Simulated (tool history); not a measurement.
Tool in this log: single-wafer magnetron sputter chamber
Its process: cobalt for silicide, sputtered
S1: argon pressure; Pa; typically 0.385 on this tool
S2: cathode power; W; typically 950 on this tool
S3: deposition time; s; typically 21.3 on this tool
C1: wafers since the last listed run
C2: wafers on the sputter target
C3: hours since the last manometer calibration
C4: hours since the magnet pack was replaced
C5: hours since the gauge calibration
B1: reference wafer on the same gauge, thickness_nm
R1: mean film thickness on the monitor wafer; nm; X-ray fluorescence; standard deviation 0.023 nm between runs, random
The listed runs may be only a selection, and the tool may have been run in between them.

run     day     S1    S2    S3    C1    C2      C3      C4      C5     B1      R1
  1       0  0.385   950  21.3     0  2341   996.4  8319.4   445.2  8.807  10.304
  2   1.075  0.385   950  21.3   392  2734  1022.2  8345.2     471  8.801  10.279
  3   3.571  0.266   950  19.9   911  3645  1082.1  8405.1   530.9  8.792   9.857
  4   5.975  0.266   950  19.9   877  4523  1139.8  8462.8   588.6  8.789   9.792
      6.967  -- sputter target and shields replaced
  5   8.458  0.385   950  21.3   784   544  1199.4  8522.4   648.2  8.797  10.399
  6  10.088  0.385  1050  21.3   594  1139  1238.5  8561.5   687.3  8.802  11.467
  7  12.688  0.385  1050  21.3   949  2088  1300.9  8623.9   749.7  8.806  11.405
  8  14.629  0.385  1050  21.3   708  2797  1347.5  8670.5   796.3  8.809  11.307
  9  16.946  0.447   900  21.3   845  3643  1403.1  8726.1   851.9  8.799   9.583
 10  19.504  0.447   900  21.3   934  4577  1464.5  8787.5   913.3  8.803    9.51
     21.279  -- sputter target and shields replaced
 11   26.55  0.447   900  21.3  2450  1925  1633.6  8956.6  1082.4  8.804   9.718
 12  28.362  0.385   950  21.3   661  2586  1677.1  9000.1  1125.9  8.801   10.38
     28.946  -- gauge calibrated
     30.883  -- magnet pack replaced
 13  31.254  0.385   950  21.3   934  3521  1746.5     8.9    55.4  8.802  10.307
     33.112  -- sputter target and shields replaced
 14  33.154  0.332   950  21.3   572    15  1792.1    54.5     101  8.799  10.664
 15  35.562  0.332   950  21.3   879   894  1849.9   112.3   158.8  8.798  10.651
 16  36.696  0.385   950  19.1   413  1308  1877.1   139.5     186  8.797   9.371
 17  38.438  0.255   950  20.1   635  1944  1918.9   181.3   227.8    8.8  10.167
 18  39.867  0.385   950  21.3   521  2466  1953.2   215.6   262.1  8.797  10.396
     41.896  -- capacitance manometer re-zeroed and calibrated
 19  42.104  0.532  1100  24.6   695  3161       5   269.3   315.8  8.798  13.155
 20  44.488  0.474   950  24.6   870  4031    62.2   326.5     373  8.805  11.525
     45.471  -- sputter target and shields replaced
 21    46.7  0.504   950  18.7   686   448   115.3   379.6   426.1  8.805   8.857
 22  48.546  0.385   950  22.4   673  1122   159.6   423.9   470.4  8.804  10.868
 23  49.633    0.3  1150  19.4   397  1519   185.7     450   496.5  8.798  11.666
 24  52.338  0.385   950  21.3   987  2506   250.6   514.9   561.4  8.797  10.254
 25  54.117  0.385   950  21.3   649  3156   293.3   557.6   604.1  8.802  10.238
 26  56.917  0.272  1000    18  1022  4178   360.5   624.8   671.3  8.789   9.313
     59.667  -- sputter target and shields replaced
 27  59.688  0.385   950  21.3   889     7     427   691.3   737.8    8.8  10.391
 28  60.825  0.323   950  22.8   415   422   454.3   718.6   765.1  8.801  11.307
 29  62.875  0.332   950  21.3   748  1170   503.5   767.8   814.3  8.799  10.477
 30  64.046  0.385  1100    18   427  1598   531.6   795.9   842.4  8.797   10.16
 31  66.771  0.336   950  17.5   994  2593     597   861.3   907.8  8.801   8.548

For each run, the measured value with the value that run would have given without the tool's hidden condition subtracted. The run-to-run variation is shared by both, the gauge scatter possibly not:
Hidden state present: deposition rate above that of a new target (%); true argon pressure above the setpoint (%); gauge reads high (%).
run      R1
  1  -0.132
  2  -0.153
  3  -0.199
  4  -0.243
  5  -0.036
  6  -0.073
  7  -0.127
  8  -0.165
  9  -0.175
 10  -0.217
 11   -0.03
 12  -0.074
 13  -0.127
 14  +0.066
 15  +0.022
 16  +0.011
 17  -0.047
 18  -0.043
 19  -0.248
 20  -0.274
 21  -0.047
 22    -0.1
 23  -0.134
 24  -0.171
 25  -0.208
 26  -0.245
 27  -0.008
 28  -0.036
 29  -0.074
 30  -0.093
 31  -0.125
